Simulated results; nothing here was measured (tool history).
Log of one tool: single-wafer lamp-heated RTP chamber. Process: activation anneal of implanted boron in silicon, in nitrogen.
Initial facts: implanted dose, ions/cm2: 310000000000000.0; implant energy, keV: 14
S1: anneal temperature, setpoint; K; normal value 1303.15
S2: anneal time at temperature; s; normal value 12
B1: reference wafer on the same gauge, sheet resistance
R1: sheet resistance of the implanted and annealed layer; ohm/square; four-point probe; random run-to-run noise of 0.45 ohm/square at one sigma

{"run": 1, "hour": 0.0, "S1": 1286.15, "S2": 9, "B1": 336.86, "R1": 299.37}
{"run": 2, "hour": 7.3, "S1": 1303.15, "S2": 12, "B1": 336.87, "R1": 297.49}
{"run": 3, "hour": 19.7, "S1": 1303.15, "S2": 12, "B1": 336.87, "R1": 296.83}
{"run": 4, "hour": 27.1, "S1": 1303.15, "S2": 12, "B1": 336.71, "R1": 296.09}
{"run": 5, "hour": 43.5, "S1": 1303.15, "S2": 12, "B1": 336.57, "R1": 297.07}
{"run": 6, "hour": 61.4, "S1": 1303.15, "S2": 12, "B1": 336.42, "R1": 296.7}
{"run": 7, "hour": 70.8, "S1": 1303.15, "S2": 12, "B1": 336.28, "R1": 296.49}
{"run": 8, "hour": 81.7, "S1": 1303.15, "S2": 12, "B1": 336.08, "R1": 295.91}
{"run": 9, "hour": 96.4, "S1": 1303.15, "S2": 12, "B1": 335.97, "R1": 296.69}
{"run": 10, "hour": 104.1, "S1": 1303.15, "S2": 12, "B1": 335.92, "R1": 295.72}
{"run": 11, "hour": 120.7, "S1": 1303.15, "S2": 12, "B1": 335.71, "R1": 295.62}
{"hour": 138.4, "done": "pyrometer window cleaned and pyrometer calibrated"}
{"run": 12, "hour": 138.9, "S1": 1303.15, "S2": 12, "B1": 335.48, "R1": 296.01}
{"run": 13, "hour": 150.0, "S1": 1303.15, "S2": 12, "B1": 335.37, "R1": 295.72}
{"run": 14, "hour": 156.5, "S1": 1303.15, "S2": 12, "B1": 335.17, "R1": 295.75}
{"run": 15, "hour": 163.7, "S1": 1293.15, "S2": 12, "B1": 335.12, "R1": 295.8}
{"run": 16, "hour": 174.8, "S1": 1293.15, "S2": 12, "B1": 335.07, "R1": 296.38}
{"run": 17, "hour": 186.8, "S1": 1293.15, "S2": 12, "B1": 334.91, "R1": 296.44}
{"hour": 197.3, "done": "gauge calibrated"}
{"run": 18, "hour": 201.0, "S1": 1323.15, "S2": 12, "B1": 339.07, "R1": 298.3}
{"run": 19, "hour": 213.3, "S1": 1284.15, "S2": 8, "B1": 338.99, "R1": 302.19}
{"run": 20, "hour": 223.2, "S1": 1303.15, "S2": 12, "B1": 339.09, "R1": 298.3}
{"run": 21, "hour": 234.1, "S1": 1303.15, "S2": 12, "B1": 339.03, "R1": 298.71}
{"run": 22, "hour": 246.5, "S1": 1312.15, "S2": 10, "B1": 338.87, "R1": 298.43}
{"run": 23, "hour": 261.2, "S1": 1284.15, "S2": 9, "B1": 339.02, "R1": 302.54}
{"run": 24, "hour": 276.7, "S1": 1303.15, "S2": 12, "B1": 339.02, "R1": 298.67}
{"run": 25, "hour": 288.4, "S1": 1328.15, "S2": 12, "B1": 338.88, "R1": 297.33}
{"run": 26, "hour": 301.5, "S1": 1303.15, "S2": 12, "B1": 338.84, "R1": 298.44}
{"run": 27, "hour": 313.8, "S1": 1291.15, "S2": 19, "B1": 338.7, "R1": 298.71}
{"run": 28, "hour": 329.6, "S1": 1323.15, "S2": 7, "B1": 338.84, "R1": 298.91}
{"run": 29, "hour": 345.8, "S1": 1303.15, "S2": 12, "B1": 338.71, "R1": 299.29}
{"hour": 354.4, "done": "reflector plate cleaned"}
{"run": 30, "hour": 356.5, "S1": 1313.15, "S2": 8, "B1": 338.82, "R1": 299.22}
{"run": 31, "hour": 374.3, "S1": 1288.15, "S2": 19, "B1": 338.65, "R1": 299.54}
{"run": 32, "hour": 389.4, "S1": 1291.15, "S2": 5, "B1": 338.5, "R1": 301.03}
{"run": 33, "hour": 397.8, "S1": 1275.15, "S2": 12, "B1": 338.44, "R1": 302.0}
{"run": 34, "hour": 409.6, "S1": 1320.15, "S2": 19, "B1": 338.56, "R1": 296.72}
{"run": 35, "hour": 427.0, "S1": 1303.15, "S2": 8, "B1": 338.19, "R1": 299.78}
{"run": 36, "hour": 434.6, "S1": 1285.15, "S2": 16, "B1": 338.29, "R1": 299.54}
{"run": 37, "hour": 446.0, "S1": 1321.15, "S2": 16, "B1": 338.16, "R1": 296.47}

Below, some changes in R1 between adjacent runs. For each, the amount present without the hidden state too (settings, incoming material, random variation) and the amount remaining for the hidden state with gauge scatter not shared by both compared results:
The tool's hidden condition here consists of: true wafer temperature minus pyrometer reading, K; wafer temperature error from the tarnished reflector plate, K; gauge reads high (%).
Run 10 -> 11: nothing adjusted, nothing logged. R1 -0.10 ohm/square: hidden state -0.17, all else +0.07.
Run 11 -> 12: pyrometer window cleaned and pyrometer calibrated. R1 +0.39 ohm/square: hidden state -0.20, all else +0.59.
Run 17 -> 18: S1 1293.15 -> 1323.15, gauge calibrated. R1 +1.86 ohm/square: hidden state +3.65, all else -1.79.
Run 18 -> 19: S1 1323.15 -> 1284.15, S2 12 -> 8. R1 +3.89 ohm/square: hidden state -0.01, all else +3.90.
Run 22 -> 23: S1 1312.15 -> 1284.15, S2 10 -> 9. R1 +4.11 ohm/square: hidden state -0.02, all else +4.13.
Run 33 -> 34: S1 1275.15 -> 1320.15, S2 12 -> 19. R1 -5.28 ohm/square: hidden state -0.06, all else -5.22.
